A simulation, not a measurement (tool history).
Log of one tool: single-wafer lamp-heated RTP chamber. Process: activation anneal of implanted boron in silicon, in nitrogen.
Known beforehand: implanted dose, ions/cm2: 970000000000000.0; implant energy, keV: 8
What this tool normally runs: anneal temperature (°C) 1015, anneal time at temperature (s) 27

run	hour	anneal temperature (°C)	anneal time at temperature (s)	read-back reference wafer on the same gauge, sheet resistance	sheet resistance of the implanted and annealed layer (ohm/square)
1	0	1015	27	156.53	141.88
2	57.6	1027	27	155.71	137.51
3	88.9	1027	27	156.05	137.17
4	151.5	1015	27	156.02	140.41
5	223.2	1015	27	155.88	141.63
6	280.3	1015	27	156.18	141.43
7	308.7	1032	27	155.96	135.65
# hour 332.1: reflector plate cleaned
# hour 342.8: pyrometer window cleaned and pyrometer calibrated
8	346.1	1015	27	155.7	140.96
9	418	1015	27	155.95	142.77
# hour 455.4: gauge calibrated
10	480.7	1015	27	155.93	141.75
11	530.3	1015	27	156.34	142.44
12	557.6	1015	23	156.29	142.88
13	626.3	1015	23	155.69	142.75
14	684.5	1015	23	155.72	141.99
15	755.7	1005	13	155.83	149.6
16	796.9	1024	42	156.31	135.19
# hour 847.1: reflector plate cleaned
# hour 884.1: pyrometer window cleaned and pyrometer calibrated
17	884.6	1015	27	156.23	141.39
18	922.1	1024	14	155.6	142.96
19	960.8	1023	14	156.3	142.34
20	1023.8	996	21	155.83	149.22
21	1052.4	992	27	155.99	149.68
22	1090.9	1015	27	155.69	140.16
23	1159.9	996	42	156.43	143.16
24	1212.5	1015	16	156.17	143.88

Run 25, settings as shown, results not yet in. Your forecast:
25	1237.8	1015	13	?	?

read-back reference wafer on the same gauge, sheet resistance: 155.91
sheet resistance of the implanted and annealed layer (ohm/square): 145.68
Minus the tool's unlogged condition, the same run would have read sheet resistance of the implanted and annealed layer (ohm/square) 145.68.
